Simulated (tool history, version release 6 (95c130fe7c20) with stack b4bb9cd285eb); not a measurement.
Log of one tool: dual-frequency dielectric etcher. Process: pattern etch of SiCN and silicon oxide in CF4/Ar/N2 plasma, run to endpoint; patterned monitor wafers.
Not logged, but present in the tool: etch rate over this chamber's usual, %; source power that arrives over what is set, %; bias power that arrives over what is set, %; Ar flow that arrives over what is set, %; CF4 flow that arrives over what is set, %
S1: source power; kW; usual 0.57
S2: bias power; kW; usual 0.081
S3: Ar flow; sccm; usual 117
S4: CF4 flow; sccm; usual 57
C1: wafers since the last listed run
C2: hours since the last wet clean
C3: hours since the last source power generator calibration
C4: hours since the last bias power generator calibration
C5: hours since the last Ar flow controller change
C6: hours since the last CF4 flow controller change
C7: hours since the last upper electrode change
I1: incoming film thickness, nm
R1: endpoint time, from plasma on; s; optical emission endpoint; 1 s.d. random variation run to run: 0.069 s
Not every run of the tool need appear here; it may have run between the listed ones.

run   hour    S1     S2   S3  S4   C1     C2      C3      C4      C5      C6      C7     I1    R1
  1      0  0.51  0.081  117  57    0  140.1  2751.2  4578.7  1893.7  1270.1  5189.9  13.18  14.8
      32.7  -- upper electrode replaced, of another model than before
  2   35.8   0.6  0.081  117  57  102  175.9    2787  4614.5  1929.5  1305.9     3.1  13.25  12.6
  3     52  0.57  0.081  107  57  140  192.1  2803.2  4630.7  1945.7  1322.1    19.3  13.15  12.7
  4   85.8  0.57  0.081  117  57  292  225.9    2837  4664.5  1979.5  1355.9    53.1  13.17  12.9
  5  104.6  0.57  0.081  117  57  162  244.7  2855.8  4683.3  1998.3  1374.7    71.9  13.24  12.8
  6  122.1  0.57  0.081  117  57  151  262.2  2873.3  4700.8  2015.8  1392.2    89.4   13.2  12.9
  7  154.7  0.57  0.081  117  57  282  294.8  2905.9  4733.4  2048.4  1424.8     122   13.3    13
     174.8  -- source power generator calibrated
  8  175.3  0.48  0.081  110  63  143  315.4     0.5    4754    2069  1445.4   142.6  13.22  13.9
  9  188.1  0.61  0.095  117  64  110  328.2    13.3  4766.8  2081.8  1458.2   155.4  13.27  11.8
 10  208.1  0.61  0.089  142  70  173  348.2    33.3  4786.8  2101.8  1478.2   175.4  13.15    12
 11  221.6  0.47  0.081  117  57  116  361.7    46.8  4800.3  2115.3  1491.7   188.9  13.12  14.2
     252.3  -- wet clean of the chamber
 12  254.9  0.57  0.081  117  57   80    2.6    80.1  4833.6  2148.6    1525   222.2  13.24  13.2
     261.3  -- bias power generator calibrated
     266.2  -- Ar flow controller replaced
 13  282.4  0.45  0.088  140  57  161   30.1   107.6    21.1    16.2  1552.5   249.7   13.3  15.3
 14  316.5  0.57  0.095  117  57  295   64.2   141.7    55.2    50.3  1586.6   283.8  13.22  12.6
 15  340.8  0.48   0.07  133  52  210   88.5     166    79.5    74.6  1610.9   308.1   13.3  15.6
     351.5  -- CF4 flow controller replaced
 16  368.7   0.7  0.081   89  57  189  116.4   193.9   107.4   102.5    17.2     336  13.09    11
 17  404.5  0.48  0.081  104  63  310  152.2   229.7   143.2   138.3      53   371.8  13.17  13.9
 18  427.1  0.57  0.081  117  57  195  174.8   252.3   165.8   160.9    75.6   394.4  13.17  12.8
 19  453.2  0.57  0.081  117  57  226  200.9   278.4   191.9     187   101.7   420.5  13.17  12.9
 20  468.4  0.57  0.081  117  57  131  216.1   293.6   207.1   202.2   116.9   435.7   13.1  12.8
 21  501.5  0.57  0.081  117  66  286  249.2   326.7   240.2   235.3     150   468.8  13.06  12.5
 22    523  0.57  0.081  117  57  186  270.7   348.2   261.7   256.8   171.5   490.3  13.07  12.6
 23  538.4  0.67   0.07  117  57  133  286.1   363.6   277.1   272.2   186.9   505.7  13.25  11.8
     593.5  -- wet clean of the chamber
 24    594  0.57  0.094  117  64  273    0.5   419.2   332.7   327.8   242.5   561.3  13.36  12.8

How would selected steps in R1 from run to run divide? Give the signed amount a tool lacking its hidden state would still show from settings, what came in and random variation, and the signed amount left for the hidden state, including any gauge scatter that is not in both of the compared results.
Run 11 -> 12: S1 0.47 -> 0.57, wet clean of the chamber. R1 -1 s: hidden state +0.5, all else -1.5.
Run 14 -> 15: S1 0.57 -> 0.48, S2 0.095 -> 0.07, S3 117 -> 133, S4 57 -> 52. R1 +3 s: hidden state +0, all else +3.
Run 15 -> 16: S1 0.48 -> 0.7, S2 0.07 -> 0.081, S3 133 -> 89, S4 52 -> 57, CF4 flow controller replaced. R1 -4.6 s: hidden state +0, all else -4.6.
Run 23 -> 24: S1 0.67 -> 0.57, S2 0.07 -> 0.094, S4 57 -> 64, wet clean of the chamber. R1 +1 s: hidden state +0.4, all else +0.6.
